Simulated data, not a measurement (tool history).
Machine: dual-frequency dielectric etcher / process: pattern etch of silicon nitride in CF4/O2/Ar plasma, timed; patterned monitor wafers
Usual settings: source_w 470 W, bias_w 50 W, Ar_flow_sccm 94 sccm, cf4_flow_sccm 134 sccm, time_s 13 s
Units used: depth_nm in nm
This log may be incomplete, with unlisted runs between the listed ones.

run,day,source_w,bias_w,Ar_flow_sccm,cf4_flow_sccm,time_s,wafers since the last listed run,hours since the last wet clean,hours since the last source power generator calibration,hours since the last bias power generator calibration,hours since the last Ar flow controller change,hours since the last CF4 flow controller change,hours since the last upper electrode change,hours since the gauge calibration,"read-back reference wafer on the same gauge, depth_nm",depth_nm
1,0,470,50,102,134,13,0,72.2,97.6,132,128.9,2914.9,3764.6,2018.7,30.7,28.23
# day 3.792: upper electrode replaced
2,4.208,470,50,102,134,13,1887,173.2,198.6,233,229.9,3015.9,10,2119.7,30.69,28.87
# day 6.717: CF4 flow controller replaced
3,8.492,470,50,94,134,11.5,2372,276,301.4,335.8,332.7,42.6,112.8,2222.5,30.72,25.83
# day 8.779: gauge calibrated
4,10.679,390,50,94,134,13,1286,328.5,353.9,388.3,385.2,95.1,165.3,45.6,30.71,25.66
5,13.267,470,50,94,134,13,1521,390.6,416,450.4,447.3,157.2,227.4,107.7,30.69,29.59
6,15.479,510,50,94,157,16.5,1301,443.7,469.1,503.5,500.4,210.3,280.5,160.8,30.71,41.09
# day 20.808: wet clean of the chamber
7,28.846,590,43,108,134,10,7273,192.9,789.9,824.3,821.2,531.1,601.3,481.6,30.71,23.99
8,32.471,470,50,94,134,13,2132,279.9,876.9,911.3,908.2,618.1,688.3,568.6,30.72,29.71
9,34.262,520,50,94,134,13,1053,322.9,919.9,954.3,951.2,661.1,731.3,611.6,30.68,32
10,37.242,470,39,94,134,11.5,1752,394.4,991.4,1025.8,1022.7,732.6,802.8,683.1,30.7,22.82
11,41.638,590,55,72,134,11,2585,499.9,1096.9,1131.3,1128.2,838.1,908.3,788.6,30.7,33.24
# day 43.796: wet clean of the chamber
12,43.817,470,50,94,118,13,693,0.5,1149.2,1183.6,1180.5,890.4,960.6,840.9,30.67,28.19
13,46.212,470,50,94,134,13,1409,58,1206.7,1241.1,1238,947.9,1018.1,898.4,30.68,28.6
14,49.688,470,50,70,134,13,2043,141.4,1290.1,1324.5,1321.4,1031.3,1101.5,981.8,30.69,30.03
15,54.042,540,50,94,134,17,2561,245.9,1394.6,1429,1425.9,1135.8,1206,1086.3,30.71,42.91
16,56.558,380,50,94,161,13,1480,306.3,1455,1489.4,1486.3,1196.2,1266.4,1146.7,30.67,26.04
17,59.504,470,50,94,134,13,1732,377,1525.7,1560.1,1557,1266.9,1337.1,1217.4,30.69,29.77
18,61.971,540,50,94,134,17,1450,436.2,1584.9,1619.3,1616.2,1326.1,1396.3,1276.6,30.71,43.76
# day 64.529: source power generator calibrated
# day 64.742: Ar flow controller replaced
19,65.042,470,50,103,134,16.5,1584,509.9,12.3,1693,7.2,1399.8,1470,1350.3,30.69,36.49
20,67.025,470,57,94,134,13,1166,557.5,59.9,1740.6,54.8,1447.4,1517.6,1397.9,30.69,31.27
# day 70.3: wet clean of the chamber
21,71.121,470,50,94,116,13,1820,19.7,158.2,1838.9,153.1,1545.7,1615.9,1496.2,30.71,27.54

Measured minus without-hidden-state, run by run (identical run-to-run variation in each term; gauge scatter may differ):
Hidden state at play: etch rate over this chamber's usual, %; source power that arrives over what is set, %; bias power that arrives over what is set, %; Ar flow that arrives over what is set, %; CF4 flow that arrives over what is set, %; gauge reads high (%).
run,depth_nm
1,+0.49
2,+0.82
3,+1.02
4,+1.15
5,+1.52
6,+2.34
7,+1.13
8,+1.66
9,+1.93
10,+1.55
11,+2.6
12,+0.62
13,+0.81
14,+1.13
15,+2.09
16,+1.44
17,+1.86
18,+3
19,+1.1
20,+1.1
21,-0.01
